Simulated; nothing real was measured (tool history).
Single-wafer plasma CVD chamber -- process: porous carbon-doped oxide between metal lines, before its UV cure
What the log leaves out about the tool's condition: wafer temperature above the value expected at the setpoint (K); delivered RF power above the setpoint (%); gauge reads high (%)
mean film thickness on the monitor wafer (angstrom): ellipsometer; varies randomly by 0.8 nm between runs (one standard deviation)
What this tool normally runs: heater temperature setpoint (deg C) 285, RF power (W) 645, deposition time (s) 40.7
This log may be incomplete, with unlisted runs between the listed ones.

run,hour,heater temperature setpoint (deg C),RF power (W),deposition time (s),wafers since the last listed run,hours since the last thermocouple change,hours since the last RF generator calibration,hours since the showerhead was replaced,hours since the gauge calibration,"read-back reference wafer on the same gauge, thickness_nm",mean film thickness on the monitor wafer (angstrom)
1,0,285,645,47,0,600,1404.9,5829.8,4.5,207.258,2963.8
2,92.5,285,645,47,1435,692.5,1497.4,5922.3,97,206.782,2969.3
3,133.7,285,645,47,639,733.7,1538.6,5963.5,138.2,206.733,2968.15
4,190.2,285,600,40.7,877,790.2,1595.1,6020,194.7,207.006,2485.03
5,264.3,285,645,40.7,1150,864.3,1669.2,6094.1,268.8,206.649,2578.54
6,357,285,645,40.7,1438,957,1761.9,6186.8,361.5,206.94,2584.69
7,424.6,274,570,40.7,1049,1024.6,1829.5,6254.4,429.1,206.929,2620.41
8,465.2,274,570,40.7,630,1065.2,1870.1,6295,469.7,206.954,2613.58
9,507.9,285,645,36.2,662,1107.9,1912.8,6337.7,512.4,207.136,2295.72
10,550.7,285,645,36.2,664,1150.7,1955.6,6380.5,555.2,207.041,2308.63
# hour 613.5: RF generator calibrated
11,614.9,285,645,40.7,872,1214.9,1.4,6444.7,619.4,206.937,2576.89
12,684.9,285,645,40.7,1086,1284.9,71.4,6514.7,689.4,207.149,2577.39
13,748.5,285,695,48.3,987,1348.5,135,6578.3,753,207.01,3160.13
14,785.9,285,645,40.7,580,1385.9,172.4,6615.7,790.4,206.89,2585.23
15,851.3,285,560,40.7,1015,1451.3,237.8,6681.1,855.8,207.027,2391.01
# hour 875.3: showerhead replaced
16,917.4,285,645,40.7,901,1517.4,303.9,42.1,921.9,207.407,2571.53
17,974.4,293,725,40.7,884,1574.4,360.9,99.1,978.9,206.719,2601.42
18,1021.5,295,600,44,731,1621.5,408,146.2,1026,207.213,2494.48
# hour 1085.9: thermocouple changed; heater temperature recalibrated
# hour 1099.1: gauge calibrated
19,1119.5,285,570,40.7,1397,33.6,506,244.2,20.4,207.123,2402.39
20,1196.9,281,645,40.7,1201,111,583.4,321.6,97.8,206.859,2659.59
21,1473.4,285,575,40.7,4292,387.5,859.9,598.1,374.3,206.9,2426.21
22,1550.4,293,645,40.7,1195,464.5,936.9,675.1,451.3,206.914,2436.93
23,1772.6,285,645,40.7,3449,686.7,1159.1,897.3,673.5,207.175,2582.26
24,1817.6,297,645,40.7,698,731.7,1204.1,942.3,718.5,206.865,2371.52

Below are 4 alternative next runs, each starting from the tool's condition after run 24. Predict each:
A,1818,285,645,40.7,6,732.1,1204.5,942.7,718.9,?,?
B,1818,285,610,40.7,6,732.1,1204.5,942.7,718.9,?,?
C,1818,273,530,45.9,6,732.1,1204.5,942.7,718.9,?,?
D,1818,274,645,44.1,6,732.1,1204.5,942.7,718.9,?,?

run,"read-back reference wafer on the same gauge, thickness_nm",mean film thickness on the monitor wafer (angstrom)
A,207.043,2577.14
B,207.043,2500
C,207.043,2846.1
D,207.043,3019.41
Take away the tool's hidden state, keep each run's random variation, and the runs would have read:
run,mean film thickness on the monitor wafer (angstrom)
A,2577.14
B,2500
C,2846.1
D,3019.41
